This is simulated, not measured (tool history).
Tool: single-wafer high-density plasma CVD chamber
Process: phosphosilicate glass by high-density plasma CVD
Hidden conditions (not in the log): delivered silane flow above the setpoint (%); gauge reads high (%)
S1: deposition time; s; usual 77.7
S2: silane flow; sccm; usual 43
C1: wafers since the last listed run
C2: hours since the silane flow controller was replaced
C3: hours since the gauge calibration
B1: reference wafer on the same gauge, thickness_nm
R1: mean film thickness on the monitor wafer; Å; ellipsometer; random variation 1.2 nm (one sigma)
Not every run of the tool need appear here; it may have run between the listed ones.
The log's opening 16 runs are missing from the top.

run    hour    S1  S2    C1      C2      C3       B1       R1
 17  1312.7  77.7  43  1940  2606.7  1750.3  366.315  3088.79
 18  1419.1  77.7  43  1987  2713.1  1856.7  366.056  3076.67
 19  1490.0  77.7  43  1324  2784.0  1927.6  366.455  3097.16
 20  1534.9  87.1  43   838  2828.9  1972.5  367.002  3474.14
 21  1735.5  77.7  48  3746  3029.5  2173.1  367.416  3451.30
 22  1785.1  72.1  47   926  3079.1  2222.7  367.683  3137.84
 23  1892.8  77.7  37  2011  3186.8  2330.4  368.510  2681.18
 24  1956.4  93.0  38  1187  3250.4  2394.0  368.402  3268.88
 25  2039.3  77.7  43  1548  3333.3  2476.9  368.868  3110.83
 26  2080.2  64.2  36   763  3374.2  2517.8  369.140  2145.29
     2151.5  -- gauge calibrated
 27  2182.7  77.7  35  1914  3476.7    31.2  357.693  2434.44
 28  2286.6  85.3  37  1940  3580.6   135.1  357.519  2842.34
 29  2326.2  67.6  48   739  3620.2   174.7  358.048  2915.60
 30  2429.3  86.5  43  1925  3723.3   277.8  357.785  3356.88
 31  2499.9  92.4  36  1318  3793.9   348.4  358.385  3002.88
 32  2606.5  62.7  40  1990  3900.5   455.0  358.926  2277.86
     2617.8  -- silane flow controller replaced
 33  2705.5  77.7  43  1699    87.7   554.0  359.519  3030.62
 34  2788.8  77.7  51  1555   171.0   637.3  359.748  3603.72
 35  2855.4  92.3  35  1243   237.6   703.9  360.213  2931.80
 36  2908.2  70.8  37   986   290.4   756.7  360.021  2381.80
 37  2967.5  77.7  43  1107   349.7   816.0  360.666  3031.90
 38  3040.7  90.8  43  1367   422.9   889.2  361.143  3530.50
 39  3282.6  66.7  46  4518   664.8  1131.1  361.899  2805.49

Forecast each of these 3 alternatives for the next run:
  A  3283.0  77.7  46   7  665.2  1131.5   ?   ?
  B  3283.0  71.0  48   7  665.2  1131.5   ?   ?
  C  3283.0  62.3  46   7  665.2  1131.5   ?   ?

run       B1       R1
  A  361.694  3251.83
  B  361.694  3100.62
  C  361.694  2607.32
Without the tool's unlogged condition, the same runs would have read:
run       R1
  A  3208.47
  B  3059.27
  C  2572.55
